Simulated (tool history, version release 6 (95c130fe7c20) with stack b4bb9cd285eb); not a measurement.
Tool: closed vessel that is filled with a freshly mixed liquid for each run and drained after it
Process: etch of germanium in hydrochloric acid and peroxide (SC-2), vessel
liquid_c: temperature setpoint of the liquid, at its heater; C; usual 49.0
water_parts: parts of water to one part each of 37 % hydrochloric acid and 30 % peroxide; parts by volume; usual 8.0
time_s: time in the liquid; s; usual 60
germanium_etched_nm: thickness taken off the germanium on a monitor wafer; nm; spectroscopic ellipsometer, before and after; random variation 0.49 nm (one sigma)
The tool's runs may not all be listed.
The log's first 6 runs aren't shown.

| run | day | liquid_c | water_parts | time_s | read-back film thickness of the germanium reference wafer, read on the same gauge (nm) | germanium_etched_nm |
|---|---|---|---|---|---|---|
| 7 | 13.471 | 49.0 | 10.5 | 60 | 89.98 | 138.07 |
| 8 | 15.667 | 49.0 | 10.5 | 60 | 89.99 | 138.07 |
| 9 | 16.950 | 49.0 | 8.0 | 60 | 89.99 | 141.31 |
| 10 | 18.038 | 49.0 | 8.0 | 35 | 89.99 | 81.49 |
|  | 19.425 | new drum of peroxide connected |
| 11 | 20.433 | 46.0 | 8.0 | 60 | 89.99 | 127.84 |
| 12 | 22.950 | 49.0 | 11.0 | 35 | 90.00 | 79.45 |
|  | 24.954 | gauge calibrated |
| 13 | 25.117 | 49.0 | 8.0 | 60 | 90.02 | 140.56 |
| 14 | 28.075 | 49.0 | 10.5 | 60 | 90.00 | 136.61 |
| 15 | 30.117 | 57.0 | 7.0 | 80 | 90.00 | 241.42 |
| 16 | 32.933 | 44.0 | 11.0 | 70 | 89.99 | 134.94 |
| 17 | 34.962 | 42.5 | 6.0 | 95 | 89.99 | 180.46 |
| 18 | 36.662 | 47.0 | 8.0 | 60 | 90.01 | 131.70 |
| 19 | 39.117 | 44.0 | 5.5 | 50 | 90.01 | 99.88 |
| 20 | 42.004 | 40.5 | 8.0 | 50 | 90.00 | 87.77 |
|  | 47.367 | thermometer replaced |
| 21 | 48.525 | 58.5 | 8.0 | 60 | 90.01 | 191.00 |
| 22 | 50.358 | 57.5 | 10.0 | 40 | 90.00 | 121.69 |
|  | 52.883 | new drum of peroxide connected |
| 23 | 56.162 | 49.0 | 8.0 | 60 | 90.01 | 141.97 |
| 24 | 59.104 | 49.0 | 4.5 | 60 | 89.99 | 145.42 |
| 25 | 60.229 | 49.0 | 10.5 | 60 | 90.02 | 138.10 |
| 26 | 61.679 | 52.0 | 5.5 | 50 | 90.02 | 131.39 |
| 27 | 64.679 | 49.0 | 8.0 | 60 | 89.98 | 141.32 |
| 28 | 67.604 | 49.0 | 6.0 | 60 | 90.02 | 143.48 |
| 29 | 69.192 | 49.0 | 8.0 | 60 | 90.01 | 141.68 |
| 30 | 72.433 | 53.0 | 8.0 | 75 | 90.00 | 200.39 |
| 31 | 74.196 | 51.5 | 8.0 | 60 | 90.00 | 152.16 |

Forecast each of these 3 alternatives for the next run:
| A | 74.225 | 53.5 | 8.0 | 60 | ? | ? |
| B | 74.225 | 39.0 | 5.0 | 40 | ? | ? |
| C | 74.225 | 56.5 | 4.5 | 30 | ? | ? |

| run | read-back film thickness of the germanium reference wafer, read on the same gauge (nm) | germanium_etched_nm |
|---|---|---|
| A | 89.99 | 161.95 |
| B | 89.99 | 68.29 |
| C | 89.99 | 91.19 |
Without the tool's hidden state the same runs would have given:
| run | germanium_etched_nm |
|---|---|
| A | 164.48 |
| B | 69.49 |
| C | 92.61 |

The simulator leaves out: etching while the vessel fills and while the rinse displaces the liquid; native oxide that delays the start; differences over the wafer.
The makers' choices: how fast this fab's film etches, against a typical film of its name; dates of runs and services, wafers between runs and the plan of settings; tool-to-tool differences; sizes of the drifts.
